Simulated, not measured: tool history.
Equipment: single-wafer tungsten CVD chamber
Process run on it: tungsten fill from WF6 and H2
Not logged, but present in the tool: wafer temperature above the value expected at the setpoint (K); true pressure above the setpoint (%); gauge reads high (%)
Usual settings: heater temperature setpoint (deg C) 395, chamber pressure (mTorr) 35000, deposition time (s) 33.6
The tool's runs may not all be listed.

| run | hour | heater temperature setpoint (deg C) | chamber pressure (mTorr) | deposition time (s) | wafers since the last listed run | hours since the last thermocouple change | hours since the last manometer calibration | hours since the showerhead was replaced | hours since the gauge calibration | read-back reference wafer on the same gauge, thickness_nm | mean film thickness on the monitor wafer (Å) |
|---|---|---|---|---|---|---|---|---|---|---|---|
| 1 | 0 | 395 | 35000 | 33.6 | 0 | 2316.6 | 1453.1 | 4234.1 | 30.4 | 103.32 | 964.56 |
| 2 | 41.9 | 395 | 35000 | 33.6 | 734 | 2358.5 | 1495 | 4276 | 72.3 | 103.353 | 969.44 |
| 3 | 57.7 | 395 | 35000 | 33.6 | 276 | 2374.3 | 1510.8 | 4291.8 | 88.1 | 103.277 | 966.95 |
| 4 | 67.2 | 395 | 35000 | 33.6 | 166 | 2383.8 | 1520.3 | 4301.3 | 97.6 | 103.351 | 967.47 |
| 5 | 83.3 | 395 | 35000 | 33.6 | 282 | 2399.9 | 1536.4 | 4317.4 | 113.7 | 103.258 | 975.46 |
| 6 | 93.9 | 395 | 35000 | 33.6 | 185 | 2410.5 | 1547 | 4328 | 124.3 | 103.299 | 975.61 |
| 7 | 106.8 | 395 | 35000 | 33.6 | 226 | 2423.4 | 1559.9 | 4340.9 | 137.2 | 103.287 | 967.77 |
| 8 | 112.8 | 401 | 35000 | 33.6 | 105 | 2429.4 | 1565.9 | 4346.9 | 143.2 | 103.354 | 1070.51 |
| 9 | 125.4 | 404 | 30400 | 33.6 | 220 | 2442 | 1578.5 | 4359.5 | 155.8 | 103.329 | 1067.37 |
|  | 137.7 | thermocouple changed; heater temperature recalibrated |
| 10 | 138.2 | 395 | 35000 | 33.6 | 84 | 0.5 | 1591.3 | 4372.3 | 168.6 | 103.391 | 875.75 |
| 11 | 166.1 | 395 | 35000 | 33.6 | 488 | 28.4 | 1619.2 | 4400.2 | 196.5 | 103.306 | 878.36 |
|  | 179.7 | showerhead replaced |
| 12 | 180.2 | 395 | 35000 | 33.6 | 106 | 42.5 | 1633.3 | 0.5 | 210.6 | 103.296 | 876.15 |
| 13 | 192.5 | 395 | 35000 | 33.6 | 215 | 54.8 | 1645.6 | 12.8 | 222.9 | 103.305 | 878.51 |
|  | 193.4 | gauge calibrated |
|  | 209.1 | capacitance manometer re-zeroed and calibrated |
| 14 | 209.6 | 395 | 35000 | 33.6 | 159 | 71.9 | 0.5 | 29.9 | 16.2 | 103.272 | 876.73 |
| 15 | 209.9 | 395 | 35000 | 33.6 | 5 | 72.2 | 0.8 | 30.2 | 16.5 | 103.281 | 879.01 |
| 16 | 220.1 | 395 | 35000 | 33.6 | 178 | 82.4 | 11 | 40.4 | 26.7 | 103.285 | 874.81 |
| 17 | 226.9 | 395 | 35000 | 28.7 | 119 | 89.2 | 17.8 | 47.2 | 33.5 | 103.256 | 752.36 |
| 18 | 233.4 | 395 | 35000 | 33.6 | 113 | 95.7 | 24.3 | 53.7 | 40 | 103.328 | 880.89 |
| 19 | 240.4 | 395 | 42600 | 33.6 | 122 | 102.7 | 31.3 | 60.7 | 47 | 103.324 | 955.33 |
| 20 | 250.6 | 395 | 35000 | 33.6 | 178 | 112.9 | 41.5 | 70.9 | 57.2 | 103.266 | 874.81 |
| 21 | 260 | 404 | 38600 | 38.2 | 164 | 122.3 | 50.9 | 80.3 | 66.6 | 103.301 | 1201.96 |
| 22 | 271.5 | 391 | 35000 | 28 | 201 | 133.8 | 62.4 | 91.8 | 78.1 | 103.262 | 683.64 |
| 23 | 278 | 384 | 35000 | 33.6 | 113 | 140.3 | 68.9 | 98.3 | 84.6 | 103.255 | 733.43 |
| 24 | 295.1 | 395 | 35000 | 39.3 | 299 | 157.4 | 86 | 115.4 | 101.7 | 103.375 | 1022.14 |
| 25 | 301.8 | 382 | 39400 | 28.6 | 117 | 164.1 | 92.7 | 122.1 | 108.4 | 103.302 | 629.73 |
| 26 | 315.1 | 386 | 27000 | 33.6 | 233 | 177.4 | 106 | 135.4 | 121.7 | 103.292 | 674.87 |
| 27 | 328.3 | 389 | 35000 | 35.3 | 231 | 190.6 | 119.2 | 148.6 | 134.9 | 103.275 | 832.3 |
| 28 | 344.2 | 406 | 35000 | 33.6 | 278 | 206.5 | 135.1 | 164.5 | 150.8 | 103.298 | 1049.28 |
| 29 | 358.3 | 395 | 35000 | 33.6 | 247 | 220.6 | 149.2 | 178.6 | 164.9 | 103.311 | 881.3 |
| 30 | 368 | 391 | 43000 | 37 | 169 | 230.3 | 158.9 | 188.3 | 174.6 | 103.312 | 986.79 |
| 31 | 377.1 | 384 | 38500 | 36.5 | 159 | 239.4 | 168 | 197.4 | 183.7 | 103.359 | 820.42 |
| 32 | 386.1 | 395 | 35000 | 39.5 | 157 | 248.4 | 177 | 206.4 | 192.7 | 103.279 | 1032.97 |

4 options for the next run, each taken on its own from the tool as it stands now. Forecast them:
| A | 386.5 | 387 | 35000 | 33.6 | 7 | 248.8 | 177.4 | 206.8 | 193.1 | ? | ? |
| B | 386.5 | 395 | 35000 | 31 | 7 | 248.8 | 177.4 | 206.8 | 193.1 | ? | ? |
| C | 386.5 | 382 | 39200 | 33.6 | 7 | 248.8 | 177.4 | 206.8 | 193.1 | ? | ? |
| D | 386.5 | 395 | 35000 | 30 | 7 | 248.8 | 177.4 | 206.8 | 193.1 | ? | ? |

| run | read-back reference wafer on the same gauge, thickness_nm | mean film thickness on the monitor wafer (Å) |
|---|---|---|
| A | 103.242 | 765.43 |
| B | 103.242 | 808.3 |
| C | 103.242 | 735.74 |
| D | 103.242 | 782.12 |
With the hidden condition removed and each run's random variation left untouched, the same runs would have given:
| run | mean film thickness on the monitor wafer (Å) |
|---|---|
| A | 775.79 |
| B | 818.75 |
| C | 745.83 |
| D | 792.24 |

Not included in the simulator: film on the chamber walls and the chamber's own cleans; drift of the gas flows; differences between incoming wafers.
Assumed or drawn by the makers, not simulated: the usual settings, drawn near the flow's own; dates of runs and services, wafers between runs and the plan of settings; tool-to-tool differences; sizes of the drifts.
